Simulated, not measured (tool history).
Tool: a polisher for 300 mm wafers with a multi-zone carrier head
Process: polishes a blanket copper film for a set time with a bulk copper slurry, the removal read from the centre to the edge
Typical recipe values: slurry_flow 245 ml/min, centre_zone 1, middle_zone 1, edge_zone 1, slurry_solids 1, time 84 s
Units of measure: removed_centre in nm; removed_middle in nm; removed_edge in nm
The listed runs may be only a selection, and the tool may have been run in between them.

run,hour,slurry_flow,centre_zone,middle_zone,edge_zone,slurry_solids,time,wafers since the last listed run,wafers polished on this pad,hours since the slurry nozzle was cleaned,hours since the centre zone pressure was calibrated,hours since the edge zone pressure was calibrated,hours since the carrier head's membrane was replaced,"incoming thickness of the incoming film, nm",removed_centre,removed_middle,removed_edge
1,0,270,0.95,0.92,1,1,58,0,540,201.2,731.6,889.8,140.3,3577.3,459.1,469.1,495
# hour 15.4: centre zone pressure recalibrated
2,29.6,245,1,1,1,1,84,158,699,230.8,14.2,919.4,169.9,3531.7,693.3,705.7,690.7
3,42.4,245,1,1.08,1,1,84,73,773,243.6,27,932.2,182.7,3641.2,705.4,762.2,695.6
4,71.1,245,1,1,1,1,84,165,938,272.3,55.7,960.9,211.4,3585.3,674.4,698.6,689.2
5,84.6,245,1,1.1,0.96,0.8,84,77,1015,285.8,69.2,974.4,224.9,3560.6,644.8,710.6,626.1
6,109,245,1,1,1,1,84,140,1156,310.2,93.6,998.8,249.3,3638.7,695.1,696.1,690.8
7,132.6,245,1,1.08,1,1,112,135,1291,333.8,117.2,1022.4,272.9,3604.2,905.2,1000.5,942
# hour 161.2: worn pad replaced by a new one, of another model than before
8,161.7,170,0.97,1,1.05,1,104,144,2,362.9,146.3,1051.5,302,3616.4,813.9,853.8,871.6
# hour 180.6: edge zone pressure recalibrated
9,196.4,190,1,1,1.04,0.85,101,188,190,397.6,181,15.8,336.7,3586.9,769,803.9,813.8
10,216.6,245,1,1,1,1,84,116,306,417.8,201.2,36,356.9,3622.6,707.8,717,720.5
11,243.7,245,1,1,0.92,0.9,84,155,462,444.9,228.3,63.1,384,3605.5,682.6,697.2,659.4
12,264.3,245,0.91,1,1.06,1.2,60,118,581,465.5,248.9,83.7,404.6,3575.8,489,539.2,557.6
13,298.4,245,1,1,1,1,84,196,777,499.6,283,117.8,438.7,3625.6,695.1,717.9,699.5
14,360.2,245,1,1,1,1,84,355,1132,561.4,344.8,179.6,500.5,3583.9,710.7,717,714.8
15,379,245,1,1,1,1,57,108,1240,580.2,363.6,198.4,519.3,3590.3,478.9,487.4,486.2
# hour 382.5: slurry nozzle cleaned
16,398.7,295,1.06,1.09,1,1,84,107,1348,16.2,383.3,218.1,539,3626,785.9,811.6,733.3
# hour 414.7: worn pad replaced by a new one
17,415.4,305,1,1,0.89,1,95,73,3,32.9,400,234.8,555.7,3597.5,844.3,856.2,783.4
18,435.9,245,1,1,1,1,93,117,121,53.4,420.5,255.3,576.2,3602.8,799.7,822.8,789.4
19,456.3,205,1.1,1,1,1,103,117,238,73.8,440.9,275.7,596.6,3564.1,969.9,880.3,853.4
20,491,245,1,1,1,1,84,199,438,108.5,475.6,310.4,631.3,3592.7,722.9,734.4,712.9

For each run, what was the tool's unlogged condition?
removal rate lost through wear of the pad, %: 0 at every run
deviation of the centre zone's pressure from its setpoint, %: 0 at every run
deviation of the edge zone's pressure from its setpoint, %: 0 at every run
H1: slurry flow missing at the pad, %
run,H1
1,26.1
2,28.3
3,29.1
4,30.8
5,31.5
6,32.7
7,33.8
8,34.9
9,36.1
10,36.7
11,37.4
12,37.9
13,38.7
14,39.7
15,40
16,10.2
17,13.1
18,16.3
19,19.2
20,23.6
